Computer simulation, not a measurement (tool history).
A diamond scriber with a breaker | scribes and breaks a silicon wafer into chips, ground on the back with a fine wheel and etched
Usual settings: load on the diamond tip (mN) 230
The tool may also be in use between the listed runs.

| run | hour | load on the diamond tip (mN) | wafers since the last listed run | hours since the diamond tip was replaced | hours since the load on the tip was calibrated | incoming depth of the damage left on the back of the incoming wafer, um | depth of the median crack under the scribed line (µm) | chips rejected at inspection after the break (%) |
|---|---|---|---|---|---|---|---|---|
| 1 | 0.0 | 230 | 0 | 982.5 | 273.4 | 0.44 | 11.03 | 2.01 |
| 2 | 67.8 | 230 | 196 | 1050.3 | 341.2 | 0.65 | 10.55 | 2.43 |
|  | 81.6 | diamond tip replaced by a new one |
| 3 | 105.6 | 230 | 103 | 24.0 | 379.0 | 0.50 | 10.64 | 2.40 |
| 4 | 137.6 | 230 | 92 | 56.0 | 411.0 | 0.63 | 10.30 | 2.20 |
| 5 | 176.8 | 210 | 113 | 95.2 | 450.2 | 0.30 | 10.32 | 1.51 |
| 6 | 244.0 | 210 | 194 | 162.4 | 517.4 | 0.73 | 9.95 | 1.49 |
|  | 251.5 | load on the tip recalibrated |
| 7 | 292.7 | 210 | 135 | 211.1 | 41.2 | 0.49 | 9.65 | 1.61 |
| 8 | 320.2 | 230 | 79 | 238.6 | 68.7 | 0.55 | 10.26 | 1.28 |
| 9 | 371.8 | 230 | 149 | 290.2 | 120.3 | 0.46 | 10.09 | 1.54 |
| 10 | 428.3 | 230 | 163 | 346.7 | 176.8 | 0.49 | 10.37 | 1.90 |
| 11 | 489.9 | 230 | 178 | 408.3 | 238.4 | 0.72 | 10.41 | 2.10 |
| 12 | 558.7 | 230 | 199 | 477.1 | 307.2 | 0.50 | 10.60 | 1.94 |
| 13 | 620.8 | 230 | 180 | 539.2 | 369.3 | 0.52 | 10.44 | 2.04 |
| 14 | 657.5 | 271 | 106 | 575.9 | 406.0 | 0.72 | 11.53 | 6.09 |
| 15 | 793.6 | 271 | 394 | 712.0 | 542.1 | 0.69 | 11.76 | 6.89 |
|  | 805.8 | load on the tip recalibrated |
| 16 | 824.4 | 264 | 83 | 742.8 | 18.6 | 0.51 | 10.84 | 2.77 |
| 17 | 859.1 | 230 | 100 | 777.5 | 53.3 | 0.50 | 10.26 | 1.31 |
| 18 | 905.5 | 230 | 134 | 823.9 | 99.7 | 0.57 | 10.47 | 1.64 |
| 19 | 944.5 | 200 | 113 | 862.9 | 138.7 | 0.39 | 9.85 | 1.56 |
| 20 | 997.3 | 200 | 153 | 915.7 | 191.5 | 0.44 | 9.66 | 1.37 |
| 21 | 1059.1 | 256 | 179 | 977.5 | 253.3 | 0.59 | 11.21 | 4.89 |
|  | 1101.0 | diamond tip replaced by a new one |
| 22 | 1104.3 | 290 | 125 | 3.3 | 298.5 | 0.79 | 12.03 | 8.58 |
| 23 | 1160.2 | 230 | 162 | 59.2 | 354.4 | 0.78 | 10.47 | 2.29 |
|  | 1279.1 | load on the tip recalibrated |
| 24 | 1314.2 | 163 | 441 | 213.2 | 35.1 | 0.67 | 8.31 | 6.66 |
| 25 | 1382.6 | 278 | 198 | 281.6 | 103.5 | 0.35 | 11.27 | 6.53 |
| 26 | 1427.1 | 283 | 129 | 326.1 | 148.0 | 0.46 | 11.66 | 8.80 |
| 27 | 1480.9 | 230 | 156 | 379.9 | 201.8 | 0.79 | 10.60 | 1.98 |
| 28 | 1519.6 | 277 | 112 | 418.6 | 240.5 | 0.60 | 11.90 | 6.89 |
| 29 | 1559.8 | 212 | 116 | 458.8 | 280.7 | 0.30 | 10.29 | 1.51 |
| 30 | 1607.2 | 169 | 137 | 506.2 | 328.1 | 0.77 | 9.03 | 3.02 |
| 31 | 1655.7 | 250 | 140 | 554.7 | 376.6 | 0.70 | 11.45 | 4.09 |
|  | 1745.5 | load on the tip recalibrated |
| 32 | 1800.4 | 230 | 414 | 699.4 | 54.9 | 0.52 | 10.37 | 1.51 |
| 33 | 1863.2 | 230 | 182 | 762.2 | 117.7 | 0.54 | 10.40 | 1.94 |
| 34 | 1895.7 | 284 | 94 | 794.7 | 150.2 | 0.38 | 11.97 | 7.41 |
| 35 | 1935.5 | 165 | 115 | 834.5 | 190.0 | 0.69 | 8.89 | 4.76 |
| 36 | 1999.6 | 175 | 185 | 898.6 | 254.1 | 0.44 | 8.85 | 2.38 |
| 37 | 2034.8 | 230 | 102 | 933.8 | 289.3 | 0.73 | 10.41 | 2.25 |
| 38 | 2094.5 | 184 | 173 | 993.5 | 349.0 | 0.38 | 9.11 | 1.70 |
| 39 | 2133.4 | 181 | 112 | 1032.4 | 387.9 | 0.79 | 9.23 | 1.96 |
| 40 | 2175.3 | 167 | 121 | 1074.3 | 429.8 | 0.59 | 9.18 | 3.33 |

Measured less the same run without the tool's hidden state. The same run-to-run variation is in both; the gauge's scatter may not be:
The hidden state here: share of the diamond tip's cutting effectiveness lost through wear, %; deviation of the load on the tip from its setpoint, %.
| run | depth of the median crack under the scribed line (µm) | chips rejected at inspection after the break (%) |
|---|---|---|
| 1 | +0.69 | +0.85 |
| 2 | +0.71 | +1.10 |
| 3 | +0.73 | +1.13 |
| 4 | +0.72 | +1.05 |
| 5 | +0.74 | -0.45 |
| 6 | +0.73 | -0.40 |
| 7 | +0.11 | -0.22 |
| 8 | +0.22 | +0.10 |
| 9 | +0.36 | +0.29 |
| 10 | +0.49 | +0.54 |
| 11 | +0.57 | +0.74 |
| 12 | +0.64 | +0.79 |
| 13 | +0.67 | +0.88 |
| 14 | +0.76 | +3.28 |
| 15 | +0.81 | +3.82 |
| 16 | +0.07 | +0.22 |
| 17 | +0.22 | +0.10 |
| 18 | +0.37 | +0.30 |
| 19 | +0.44 | -1.13 |
| 20 | +0.52 | -1.18 |
| 21 | +0.68 | +2.67 |
| 22 | +0.78 | +4.10 |
| 23 | +0.71 | +1.04 |
| 24 | +0.17 | -1.41 |
| 25 | +0.48 | +2.55 |
| 26 | +0.61 | +3.84 |
| 27 | +0.65 | +0.79 |
| 28 | +0.78 | +3.59 |
| 29 | +0.71 | -0.29 |
| 30 | +0.65 | -4.02 |
| 31 | +0.86 | +2.54 |
| 32 | +0.27 | +0.16 |
| 33 | +0.46 | +0.50 |
| 34 | +0.61 | +3.15 |
| 35 | +0.51 | -4.06 |
| 36 | +0.57 | -2.92 |
| 37 | +0.71 | +1.03 |
| 38 | +0.65 | -2.62 |
| 39 | +0.68 | -3.08 |
| 40 | +0.68 | -4.58 |

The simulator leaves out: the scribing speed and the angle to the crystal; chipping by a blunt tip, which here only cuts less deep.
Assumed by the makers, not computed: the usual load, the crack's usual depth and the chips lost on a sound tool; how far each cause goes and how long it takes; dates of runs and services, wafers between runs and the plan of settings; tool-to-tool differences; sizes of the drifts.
